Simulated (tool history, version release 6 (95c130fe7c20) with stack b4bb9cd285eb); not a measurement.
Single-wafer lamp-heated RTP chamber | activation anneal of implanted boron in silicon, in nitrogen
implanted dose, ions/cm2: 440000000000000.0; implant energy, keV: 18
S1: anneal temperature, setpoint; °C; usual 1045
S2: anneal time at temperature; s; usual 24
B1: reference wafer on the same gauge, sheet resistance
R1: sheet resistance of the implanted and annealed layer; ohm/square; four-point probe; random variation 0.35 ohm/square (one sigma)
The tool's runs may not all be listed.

| run | hour | S1 | S2 | B1 | R1 |
|---|---|---|---|---|---|
| 1 | 0 | 1045 | 24 | 264.03 | 230.4 |
| 2 | 50.2 | 1045 | 24 | 264.11 | 230.1 |
| 3 | 91.3 | 1045 | 29 | 264.11 | 229.34 |
| 4 | 142.1 | 1045 | 29 | 264.34 | 229.38 |
| 5 | 171.1 | 1045 | 29 | 264.32 | 230.01 |
| 6 | 210.9 | 1032 | 24 | 264.12 | 231.37 |
| 7 | 278.6 | 1032 | 24 | 263.9 | 231.2 |
|  | 306.9 | reflector plate cleaned |
| 8 | 319.2 | 1045 | 24 | 264.04 | 229.97 |
| 9 | 358.6 | 1045 | 24 | 263.78 | 229.64 |
| 10 | 389.9 | 1045 | 24 | 263.87 | 230.2 |
| 11 | 446.7 | 1045 | 24 | 263.85 | 229.5 |
|  | 508.2 | pyrometer window cleaned and pyrometer calibrated |
| 12 | 518.1 | 1045 | 24 | 263.6 | 229.6 |
| 13 | 547.3 | 1045 | 24 | 263.77 | 229.92 |
| 14 | 591.5 | 1023 | 24 | 263.74 | 231.52 |
| 15 | 641.2 | 1024 | 36 | 263.94 | 230.69 |
|  | 654.6 | gauge calibrated |
| 16 | 687 | 1045 | 24 | 266.79 | 232.07 |
|  | 707.6 | reflector plate cleaned |
| 17 | 721.7 | 1025 | 20 | 266.64 | 234.23 |
| 18 | 750.2 | 1045 | 31 | 266.81 | 231.45 |
| 19 | 821.1 | 1068 | 24 | 266.25 | 230.28 |
| 20 | 859.1 | 1045 | 24 | 266.34 | 232.44 |
| 21 | 885.4 | 1029 | 14 | 266.21 | 233.85 |
| 22 | 927.4 | 1063 | 28 | 265.84 | 229.25 |
| 23 | 953.4 | 1027 | 11 | 265.94 | 234.67 |
| 24 | 994.4 | 1053 | 34 | 265.57 | 229.43 |
| 25 | 1038.2 | 1068 | 34 | 265.51 | 228.1 |
|  | 1087.7 | reflector plate cleaned |
|  | 1097.9 | pyrometer window cleaned and pyrometer calibrated |
| 26 | 1109 | 1032 | 10 | 265.31 | 234.37 |
| 27 | 1171.6 | 1045 | 24 | 265.06 | 231.16 |
| 28 | 1229.9 | 1071 | 28 | 264.97 | 228.2 |
| 29 | 1276.7 | 1068 | 15 | 265.21 | 230.13 |
| 30 | 1302.7 | 1045 | 32 | 264.87 | 229.31 |
| 31 | 1351 | 1045 | 24 | 264.91 | 230.91 |
| 32 | 1379.2 | 1070 | 12 | 264.78 | 231.03 |
|  | 1428.9 | reflector plate cleaned |
| 33 | 1437 | 1030 | 30 | 264.54 | 231.73 |
| 34 | 1491.4 | 1045 | 24 | 264.44 | 230.66 |
| 35 | 1531.1 | 1028 | 11 | 264.46 | 233.35 |

5 ways to go on from here, each from the tool as it stands after run 35. What would each give?
| A | 1531.5 | 1045 | 24 | ? | ? |
| B | 1531.5 | 1022 | 18 | ? | ? |
| C | 1531.5 | 1037 | 32 | ? | ? |
| D | 1531.5 | 1057 | 12 | ? | ? |
| E | 1531.5 | 1026 | 24 | ? | ? |

| run | B1 | R1 |
|---|---|---|
| A | 264.47 | 231.04 |
| B | 264.47 | 233.89 |
| C | 264.47 | 230.9 |
| D | 264.47 | 231.9 |
| E | 264.47 | 232.77 |
Without the tool's hidden state the same runs would have given:
| run | R1 |
|---|---|
| A | 233.26 |
| B | 236.14 |
| C | 233.13 |
| D | 234.14 |
| E | 235.01 |
